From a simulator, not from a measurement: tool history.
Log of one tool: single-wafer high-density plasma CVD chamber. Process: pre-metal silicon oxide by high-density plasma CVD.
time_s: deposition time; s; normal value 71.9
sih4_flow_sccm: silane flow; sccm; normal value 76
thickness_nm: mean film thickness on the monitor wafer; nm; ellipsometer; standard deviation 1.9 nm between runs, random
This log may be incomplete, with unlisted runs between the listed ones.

run,day,time_s,sih4_flow_sccm,wafers since the last listed run,hours since the silane flow controller was replaced,hours since the gauge calibration,"read-back reference wafer on the same gauge, thickness_nm",thickness_nm
1,0,60.4,67,0,2688,456.9,549.348,429.828
2,2.179,65.6,76,915,2740.3,509.2,550.238,529.538
3,4.196,65.6,76,846,2788.7,557.6,549.796,529.729
4,5.962,65.6,76,741,2831.1,600,550.711,528.591
5,8.821,71.9,76,1200,2899.7,668.6,550.562,581.832
6,10.221,71.9,76,587,2933.3,702.2,549.689,581.507
7,13.058,71.9,76,1191,3001.4,770.3,550.029,582.933
# day 14.162: gauge calibrated
8,14.412,71.9,76,568,3033.9,6,550.534,581.356
9,15.554,67,76,479,3061.3,33.4,550.238,538.398
10,18.212,67,76,1116,3125.1,97.2,550.124,542.201
11,21.108,67,76,1216,3194.6,166.7,550.151,540.02
12,22.438,71.9,76,558,3226.5,198.6,550.206,580.896
13,24.288,71.9,76,776,3270.9,243,549.674,575.273
14,27.054,71.9,76,1161,3337.3,309.4,550.016,577.227
15,28.121,76.1,64,447,3362.9,335,549.924,516.574
16,29.479,80.2,83,570,3395.5,367.6,550.282,706.068
17,31.058,78.5,84,663,3433.4,405.5,550.335,699.17
18,33.675,71.9,76,1098,3496.2,468.3,550.715,579.614
19,34.888,71.9,76,509,3525.3,497.4,550.806,577.35
20,36.488,71.9,76,671,3563.7,535.8,550.51,582.888
21,37.992,59.1,89,631,3599.8,571.9,550.255,558.578
22,40.088,77.6,72,880,3650.1,622.2,550.008,591.814
# day 42.808: gauge calibrated
23,42.892,71.9,76,1177,3717.4,2,549.879,576.962
# day 45.096: silane flow controller replaced
24,45.117,60.4,69,794,0.5,55.4,549.617,469.103
25,47.325,84,76,927,53.5,108.4,549.859,710.048
26,49.233,85.3,76,801,99.3,154.2,550.328,722.164
27,50.808,66,83,661,137.1,192,550.106,608.999
28,53.579,78.3,88,1163,203.6,258.5,549.996,763.893
29,55.467,71.9,76,792,248.9,303.8,549.993,604.007
30,56.583,58,90,468,275.7,330.6,549.135,576.088

For each entry between runs, how does the tool's hidden state at the last listed run before it compare with that at the first listed run after it?
In the gap between runs 7 and 8: gauge calibrated (day 14.162)
  delivered silane flow above the setpoint (%): -5.45 -> -5.46
  the result without the hidden state subtracted from the measured one, thickness_nm: -33.6 -> -33.592 nm
In the gap between runs 22 and 23: gauge calibrated (day 42.808)
  delivered silane flow above the setpoint (%): -5.65 -> -5.66
  the result without the hidden state subtracted from the measured one, thickness_nm: -35.421 -> -34.627 nm
In the gap between runs 23 and 24: silane flow controller replaced (day 45.096)
  delivered silane flow above the setpoint (%): -5.66 -> -0.376
  the result without the hidden state subtracted from the measured one, thickness_nm: -34.627 -> -1.771 nm
